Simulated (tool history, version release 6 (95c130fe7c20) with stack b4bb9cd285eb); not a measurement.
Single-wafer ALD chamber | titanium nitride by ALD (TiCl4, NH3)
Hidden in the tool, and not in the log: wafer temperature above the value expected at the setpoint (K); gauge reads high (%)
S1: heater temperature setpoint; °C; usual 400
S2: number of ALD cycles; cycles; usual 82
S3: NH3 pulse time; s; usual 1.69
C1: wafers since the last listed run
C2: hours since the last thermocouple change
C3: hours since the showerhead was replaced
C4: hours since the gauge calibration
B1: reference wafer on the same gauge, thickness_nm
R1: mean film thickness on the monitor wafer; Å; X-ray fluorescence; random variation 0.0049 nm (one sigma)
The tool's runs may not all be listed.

{"run": 1, "hour": 0.0, "S1": 400, "S2": 82, "S3": 1.69, "C1": 0, "C2": 1845.5, "C3": 5256.8, "C4": 165.7, "B1": 1.731, "R1": 19.39}
{"run": 2, "hour": 34.3, "S1": 400, "S2": 82, "S3": 1.69, "C1": 98, "C2": 1879.8, "C3": 5291.1, "C4": 200, "B1": 1.731, "R1": 19.35}
{"run": 3, "hour": 59.9, "S1": 400, "S2": 82, "S3": 1.69, "C1": 73, "C2": 1905.4, "C3": 5316.7, "C4": 225.6, "B1": 1.73, "R1": 19.49}
{"run": 4, "hour": 102.3, "S1": 400, "S2": 82, "S3": 1.26, "C1": 121, "C2": 1947.8, "C3": 5359.1, "C4": 268, "B1": 1.73, "R1": 19.26}
{"run": 5, "hour": 162.9, "S1": 400, "S2": 82, "S3": 2.09, "C1": 174, "C2": 2008.4, "C3": 5419.7, "C4": 328.6, "B1": 1.731, "R1": 19.53}
{"run": 6, "hour": 215.9, "S1": 400, "S2": 82, "S3": 2.09, "C1": 152, "C2": 2061.4, "C3": 5472.7, "C4": 381.6, "B1": 1.729, "R1": 19.46}
{"run": 7, "hour": 267.7, "S1": 400, "S2": 75, "S3": 1.69, "C1": 148, "C2": 2113.2, "C3": 5524.5, "C4": 433.4, "B1": 1.731, "R1": 17.79}
{"run": 8, "hour": 298.4, "S1": 400, "S2": 75, "S3": 1.69, "C1": 88, "C2": 2143.9, "C3": 5555.2, "C4": 464.1, "B1": 1.729, "R1": 17.79}

The next listed run, before its measurement:
{"hour": 298.5, "done": "gauge calibrated"}
{"hour": 350.7, "done": "thermocouple changed; heater temperature recalibrated"}
{"hour": 412.3, "done": "showerhead replaced"}
{"run": 9, "hour": 412.8, "S1": 388, "S2": 82, "S3": 2.26, "C1": 282, "C2": 62.1, "C3": 0.5, "C4": 114.3, "B1": "?", "R1": "?"}

Run 9 gave B1 1.729, R1 19.4 Å.
Without the tool's hidden state the same run would have given R1 19.4 Å.
